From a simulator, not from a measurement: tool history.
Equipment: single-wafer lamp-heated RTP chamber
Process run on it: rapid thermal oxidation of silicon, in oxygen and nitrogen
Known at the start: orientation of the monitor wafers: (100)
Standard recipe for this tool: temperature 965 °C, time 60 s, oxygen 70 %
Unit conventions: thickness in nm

run,hour,temperature,time,oxygen,wafers since the last listed run,wafers since the last pyrometer calibration,hours since the oxygen flow controller was replaced,hours since the gauge calibration,"read-back reference wafer on the same gauge, thickness",thickness
1,0.0,965,83,70,0,6656,4502.6,61.3,3.519,4.666
2,34.0,965,83,70,303,6959,4536.6,95.3,3.521,4.706
3,52.0,965,39,85,160,7120,4554.6,113.3,3.519,3.668
4,86.5,965,39,85,307,7428,4589.1,147.8,3.519,3.659
5,104.0,965,39,85,156,7584,4606.6,165.3,3.520,3.687
6,127.0,954,60,70,205,7789,4629.6,188.3,3.519,3.813
7,145.2,954,60,70,162,7952,4647.8,206.5,3.520,3.837
8,177.6,954,60,70,289,8241,4680.2,238.9,3.520,3.847
# hour 193.0: oxygen flow controller replaced
9,193.5,965,67,70,70,8312,0.5,254.8,3.519,4.335
10,220.7,965,60,70,242,8554,27.7,282.0,3.519,4.149
11,251.8,975,70,96,277,8832,58.8,313.1,3.522,5.346
# hour 282.6: pyrometer window cleaned and pyrometer calibrated
12,283.1,975,70,96,207,4,90.1,344.4,3.521,5.023
13,316.0,976,86,91,293,298,123.0,377.3,3.519,5.452
# hour 329.3: gauge calibrated
14,339.9,965,45,93,213,511,146.9,10.6,3.520,3.868
15,354.6,965,60,70,131,643,161.6,25.3,3.521,3.960
16,379.1,982,60,50,218,861,186.1,49.8,3.520,4.034
17,411.6,982,45,98,290,1151,218.6,82.3,3.519,4.434
18,432.9,976,60,98,190,1341,239.9,103.6,3.521,4.783
19,448.8,965,60,92,141,1483,255.8,119.5,3.521,4.333

Hidden condition of the tool, last listed run before each entry between runs versus first listed run after:
In the gap between runs 8 and 9: oxygen flow controller replaced (hour 193.0)
  true wafer temperature minus pyrometer reading, K: 6.18 -> 6.38
  measured less the result without the state, thickness: +0.155 -> +0.191 nm
In the gap between runs 11 and 12: pyrometer window cleaned and pyrometer calibrated (hour 282.6)
  true wafer temperature minus pyrometer reading, K: 7.16 -> 0.102
  measured less the result without the state, thickness: +0.277 -> +0.004 nm
In the gap between runs 13 and 14: gauge calibrated (hour 329.3)
  true wafer temperature minus pyrometer reading, K: 0.11 -> 0.125
  measured less the result without the state, thickness: +0.005 -> +0.003 nm
